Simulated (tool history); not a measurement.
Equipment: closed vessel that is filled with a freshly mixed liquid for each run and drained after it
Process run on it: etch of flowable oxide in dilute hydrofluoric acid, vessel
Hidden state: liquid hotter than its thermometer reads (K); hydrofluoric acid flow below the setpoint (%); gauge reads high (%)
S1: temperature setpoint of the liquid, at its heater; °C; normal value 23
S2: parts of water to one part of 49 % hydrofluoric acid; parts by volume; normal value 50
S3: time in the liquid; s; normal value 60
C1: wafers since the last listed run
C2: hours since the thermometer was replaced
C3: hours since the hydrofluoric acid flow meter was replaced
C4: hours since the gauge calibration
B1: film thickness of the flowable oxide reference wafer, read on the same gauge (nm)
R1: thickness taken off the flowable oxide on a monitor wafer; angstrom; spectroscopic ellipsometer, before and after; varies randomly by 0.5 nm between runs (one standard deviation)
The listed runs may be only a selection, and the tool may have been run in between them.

Run 1, hour 0: usual settings but S2 70 parts by volume, S3 85 s; C1 0; C2 2287.1; C3 1372.9; C4 169.5; B1 69.97. Result: R1 607.7 angstrom.
Run 2, hour 13.9: usual settings but S2 70 parts by volume, S3 85 s; C1 1572; C2 2301; C3 1386.8; C4 183.4; B1 69.99. Result: R1 605.7 angstrom.
Run 3, hour 31.1: usual settings but S1 20.5 °C, S3 80 s; C1 1945; C2 2318.2; C3 1404; C4 200.6; B1 69.96. Result: R1 732.1 angstrom.
Run 4, hour 41.1: usual settings but S1 20.5 °C, S3 80 s; C1 1131; C2 2328.2; C3 1414; C4 210.6; B1 69.98. Result: R1 741.7 angstrom.
Run 5, hour 48.6: usual settings but S1 20.5 °C, S3 80 s; C1 848; C2 2335.7; C3 1421.5; C4 218.1; B1 69.98. Result: R1 746.1 angstrom.
Run 6, hour 61.8: usual settings; C1 1493; C2 2348.9; C3 1434.7; C4 231.3; B1 70. Result: R1 624.7 angstrom.
Run 7, hour 67.9: usual settings; C1 690; C2 2355; C3 1440.8; C4 237.4; B1 69.98. Result: R1 622.8 angstrom.
Run 8, hour 73.9: usual settings; C1 678; C2 2361; C3 1446.8; C4 243.4; B1 70.02. Result: R1 620.2 angstrom.
Run 9, hour 80.2: usual settings; C1 712; C2 2367.3; C3 1453.1; C4 249.7; B1 70.03. Result: R1 620.1 angstrom.
Run 10, hour 92.6: usual settings; C1 1402; C2 2379.7; C3 1465.5; C4 262.1; B1 70.01. Result: R1 616.8 angstrom.
Run 11, hour 108.9: usual settings; C1 1844; C2 2396; C3 1481.8; C4 278.4; B1 70.01. Result: R1 611.4 angstrom.
Run 12, hour 123.7: usual settings; C1 1674; C2 2410.8; C3 1496.6; C4 293.2; B1 69.98. Result: R1 618.1 angstrom.
Run 13, hour 139.7: usual settings; C1 1810; C2 2426.8; C3 1512.6; C4 309.2; B1 70.01. Result: R1 621.6 angstrom.
Run 14, hour 147.2: usual settings; C1 848; C2 2434.3; C3 1520.1; C4 316.7; B1 70.03. Result: R1 619.8 angstrom.
Run 15, hour 160.8: usual settings; C1 1538; C2 2447.9; C3 1533.7; C4 330.3; B1 69.96. Result: R1 623.6 angstrom.
Run 16, hour 177.5: usual settings; C1 1889; C2 2464.6; C3 1550.4; C4 347; B1 70. Result: R1 616.6 angstrom.
At hour 188.8: hydrofluoric acid flow meter replaced.
Run 17, hour 195.3: usual settings; C1 1900; C2 2482.4; C3 6.5; C4 364.8; B1 70.05. Result: R1 619.3 angstrom.
Run 18, hour 212.8: usual settings; C1 1979; C2 2499.9; C3 24; C4 382.3; B1 70. Result: R1 625.4 angstrom.
Run 19, hour 230.3: usual settings but S1 19.5 °C, S2 35 parts by volume, S3 85 s; C1 1979; C2 2517.4; C3 41.5; C4 399.8; B1 69.97. Result: R1 1090.8 angstrom.
At hour 242.8: gauge calibrated.
Run 20, hour 248.1: usual settings but S1 25.5 °C, S2 40 parts by volume, S3 30 s; C1 2013; C2 2535.2; C3 59.3; C4 5.3; B1 69.99. Result: R1 438.6 angstrom.

Run 21 is up next; what results do you expect?
Run 21, hour 259.5: usual settings but S1 20.5 °C, S3 80 s; C1 1289; C2 2546.6; C3 70.7; C4 16.7; B1 ?. Result: R1 ?.

{"run 21": {"B1": 70.02, "R1": 752}}
Take away the tool's hidden state, keep the run-to-run variation as it was, and the same run would have given R1 752 angstrom.

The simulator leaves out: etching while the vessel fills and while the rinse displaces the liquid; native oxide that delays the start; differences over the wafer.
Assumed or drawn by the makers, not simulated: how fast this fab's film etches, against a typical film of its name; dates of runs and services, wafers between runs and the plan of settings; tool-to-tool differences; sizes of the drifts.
